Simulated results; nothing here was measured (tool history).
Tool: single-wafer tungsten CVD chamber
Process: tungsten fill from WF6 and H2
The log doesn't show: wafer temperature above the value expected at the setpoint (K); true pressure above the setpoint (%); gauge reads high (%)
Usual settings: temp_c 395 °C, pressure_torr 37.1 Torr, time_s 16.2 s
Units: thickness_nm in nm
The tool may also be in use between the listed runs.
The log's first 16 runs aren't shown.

| run | day | temp_c | pressure_torr | time_s | wafers since the last listed run | hours since the last thermocouple change | hours since the last manometer calibration | hours since the showerhead was replaced | hours since the gauge calibration | read-back reference wafer on the same gauge, thickness_nm | thickness_nm |
|---|---|---|---|---|---|---|---|---|---|---|---|
|  | 33.575 | capacitance manometer re-zeroed and calibrated |
| 17 | 33.608 | 402 | 44.0 | 19.0 | 904 | 453.4 | 0.8 | 4919.4 | 429.9 | 43.831 | 67.253 |
| 18 | 37.333 | 388 | 40.3 | 14.7 | 3259 | 542.8 | 90.2 | 5008.8 | 519.3 | 43.778 | 37.119 |
| 19 | 38.425 | 399 | 29.8 | 17.5 | 955 | 569.0 | 116.4 | 5035.0 | 545.5 | 43.797 | 47.978 |
| 20 | 40.454 | 388 | 40.3 | 14.7 | 1775 | 617.7 | 165.1 | 5083.7 | 594.2 | 43.915 | 37.189 |
|  | 41.888 | showerhead replaced |
| 21 | 42.200 | 384 | 37.1 | 17.9 | 1236 | 659.6 | 207.0 | 7.5 | 636.1 | 43.840 | 39.275 |
| 22 | 44.404 | 388 | 37.1 | 13.6 | 1928 | 712.5 | 259.9 | 60.4 | 689.0 | 43.867 | 32.899 |
|  | 45.712 | capacitance manometer re-zeroed and calibrated, repeated, since the last time left the tool worse |
| 23 | 47.096 | 387 | 28.3 | 18.4 | 2063 | 777.1 | 33.2 | 125.0 | 753.6 | 43.827 | 39.963 |
| 24 | 49.354 | 399 | 42.0 | 16.2 | 1976 | 831.3 | 87.4 | 179.2 | 807.8 | 43.810 | 55.664 |
| 25 | 51.183 | 395 | 37.1 | 16.2 | 1600 | 875.2 | 131.3 | 223.1 | 851.7 | 43.816 | 48.190 |
| 26 | 53.004 | 395 | 37.1 | 16.2 | 1593 | 918.9 | 175.0 | 266.8 | 895.4 | 43.775 | 48.357 |
| 27 | 55.125 | 386 | 43.1 | 18.6 | 1855 | 969.8 | 225.9 | 317.7 | 946.3 | 43.871 | 49.053 |
| 28 | 57.788 | 383 | 37.1 | 16.2 | 2329 | 1033.7 | 289.8 | 381.6 | 1010.2 | 43.712 | 36.963 |
| 29 | 59.929 | 395 | 42.3 | 19.4 | 1874 | 1085.1 | 341.2 | 433.0 | 1061.6 | 43.796 | 61.161 |
| 30 | 61.896 | 395 | 42.3 | 19.4 | 1721 | 1132.3 | 388.4 | 480.2 | 1108.8 | 43.797 | 61.630 |
| 31 | 63.233 | 399 | 29.8 | 18.7 | 1170 | 1164.4 | 420.5 | 512.3 | 1140.9 | 43.766 | 53.929 |
| 32 | 64.846 | 395 | 37.1 | 16.2 | 1411 | 1203.1 | 459.2 | 551.0 | 1179.6 | 43.780 | 47.743 |
| 33 | 67.079 | 388 | 45.3 | 17.3 | 1954 | 1256.7 | 512.8 | 604.6 | 1233.2 | 43.786 | 48.521 |
| 34 | 68.654 | 395 | 42.0 | 16.2 | 1378 | 1294.5 | 550.6 | 642.4 | 1271.0 | 43.757 | 50.863 |

Forecast each of these 4 alternatives for the next run:
| A | 68.671 | 395 | 37.1 | 16.2 | 14 | 1294.9 | 551.0 | 642.8 | 1271.4 | ? | ? |
| B | 68.671 | 391 | 37.1 | 16.2 | 14 | 1294.9 | 551.0 | 642.8 | 1271.4 | ? | ? |
| C | 68.671 | 387 | 46.3 | 13.7 | 14 | 1294.9 | 551.0 | 642.8 | 1271.4 | ? | ? |
| D | 68.671 | 395 | 29.4 | 16.2 | 14 | 1294.9 | 551.0 | 642.8 | 1271.4 | ? | ? |

| run | read-back reference wafer on the same gauge, thickness_nm | thickness_nm |
|---|---|---|
| A | 43.693 | 48.005 |
| B | 43.693 | 44.033 |
| C | 43.693 | 38.054 |
| D | 43.693 | 42.449 |
Without the tool's hidden state the same runs would have given:
| run | thickness_nm |
|---|---|
| A | 48.375 |
| B | 44.372 |
| C | 38.340 |
| D | 42.783 |
